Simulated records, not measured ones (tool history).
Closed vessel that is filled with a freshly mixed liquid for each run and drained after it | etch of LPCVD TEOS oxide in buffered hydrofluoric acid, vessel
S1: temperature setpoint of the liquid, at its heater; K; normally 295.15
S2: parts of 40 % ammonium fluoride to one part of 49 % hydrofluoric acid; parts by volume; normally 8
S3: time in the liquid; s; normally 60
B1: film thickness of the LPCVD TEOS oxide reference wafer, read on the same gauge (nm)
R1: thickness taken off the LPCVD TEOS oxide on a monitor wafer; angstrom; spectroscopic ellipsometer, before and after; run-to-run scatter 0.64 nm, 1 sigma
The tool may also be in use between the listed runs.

Run 1, day 0: usual settings; B1 99.95. Result: R1 2012.1 angstrom.
Run 2, day 1.412: usual settings; B1 99.99. Result: R1 2020.4 angstrom.
Run 3, day 3.742: usual settings; B1 99.98. Result: R1 2014.7 angstrom.
Run 4, day 6.371: usual settings; B1 100. Result: R1 2015.3 angstrom.
Run 5, day 8.338: usual settings; B1 100.01. Result: R1 2007.1 angstrom.
Run 6, day 9.983: usual settings; B1 100. Result: R1 2014.4 angstrom.
Run 7, day 12.696: usual settings; B1 100.01. Result: R1 2003.1 angstrom.
Run 8, day 14.842: usual settings; B1 99.98. Result: R1 2004.9 angstrom.
Run 9, day 16.954: usual settings; B1 100.01. Result: R1 2006.2 angstrom.
Run 10, day 18.208: usual settings; B1 99.99. Result: R1 2002.3 angstrom.
Run 11, day 20.338: usual settings but S2 10 parts by volume, S3 45 s; B1 99.95. Result: R1 1237.5 angstrom.
At day 22.333: hydrofluoric acid flow meter replaced.
Run 12, day 24.633: usual settings but S2 10 parts by volume, S3 45 s; B1 99.97. Result: R1 1239.2 angstrom.
Run 13, day 26.225: usual settings but S2 10 parts by volume, S3 45 s; B1 99.97. Result: R1 1241.6 angstrom.
Run 14, day 29.071: usual settings; B1 99.99. Result: R1 1995.7 angstrom.
Run 15, day 30.958: usual settings but S1 299.65 K, S2 5.5 parts by volume, S3 95 s; B1 99.98. Result: R1 5749 angstrom.
At day 32.675: thermometer replaced.
Run 16, day 32.696: usual settings but S2 5.5 parts by volume, S3 75 s; B1 100.05. Result: R1 3613.9 angstrom.
At day 32.858: gauge calibrated.
Run 17, day 34.938: usual settings but S1 298.15 K, S3 90 s; B1 100.02. Result: R1 3588.4 angstrom.
Run 18, day 37.817: usual settings but S1 291.15 K, S2 11 parts by volume, S3 90 s; B1 100.03. Result: R1 1828.8 angstrom.
Run 19, day 40.021: usual settings; B1 100.05. Result: R1 2023.5 angstrom.
Run 20, day 41.912: usual settings; B1 99.99. Result: R1 2027 angstrom.
Run 21, day 44.562: usual settings but S3 80 s; B1 100. Result: R1 2693.8 angstrom.
Run 22, day 47.292: usual settings but S1 296.65 K, S2 7 parts by volume; B1 100.02. Result: R1 2554.8 angstrom.
Run 23, day 49.9: usual settings but S1 298.15 K, S2 9.5 parts by volume, S3 50 s; B1 100.02. Result: R1 1687.5 angstrom.
Run 24, day 52.054: usual settings but S1 291.65 K, S2 7 parts by volume; B1 99.99. Result: R1 1923.9 angstrom.
At day 53.612: hydrofluoric acid flow meter replaced.
Run 25, day 54.475: usual settings but S2 5.5 parts by volume, S3 75 s; B1 100.02. Result: R1 3609.7 angstrom.
Run 26, day 57.392: usual settings but S2 9.5 parts by volume; B1 100.04. Result: R1 1721.9 angstrom.
Run 27, day 60.383: usual settings but S1 299.65 K, S2 9 parts by volume, S3 80 s; B1 100.04. Result: R1 3013.2 angstrom.
Run 28, day 61.788: usual settings but S1 296.65 K; B1 100. Result: R1 2194.1 angstrom.
Run 29, day 64.588: usual settings but S1 296.65 K, S2 7 parts by volume, S3 95 s; B1 100.02. Result: R1 3998 angstrom.
Run 30, day 67.142: usual settings; B1 99.99. Result: R1 2016.1 angstrom.
Run 31, day 69.317: usual settings but S2 6 parts by volume; B1 100. Result: R1 2647.5 angstrom.
Run 32, day 70.504: usual settings; B1 99.98. Result: R1 2004.3 angstrom.
Run 33, day 71.833: usual settings but S2 11 parts by volume; B1 100.01. Result: R1 1514.9 angstrom.
Run 34, day 73.75: usual settings but S2 7 parts by volume; B1 100.04. Result: R1 2314.8 angstrom.

Alternative continuations, all from the tool just after run 34; predict every row:
Run A, day 73.779: usual settings but S2 6.5 parts by volume; B1 ?. Result: R1 ?.
Run B, day 73.779: usual settings but S3 90 s; B1 ?. Result: R1 ?.
Run C, day 73.779: usual settings but S1 297.15 K, S2 10.5 parts by volume, S3 85 s; B1 ?. Result: R1 ?.

run      B1      R1
  A  100.02  2478.9
  B  100.02  3018.2
  C  100.02  2498.8
Take away the tool's hidden state, keep each run's random variation, and the runs would have read:
run      R1
  A  2507.8
  B  3053.4
  C  2527.6
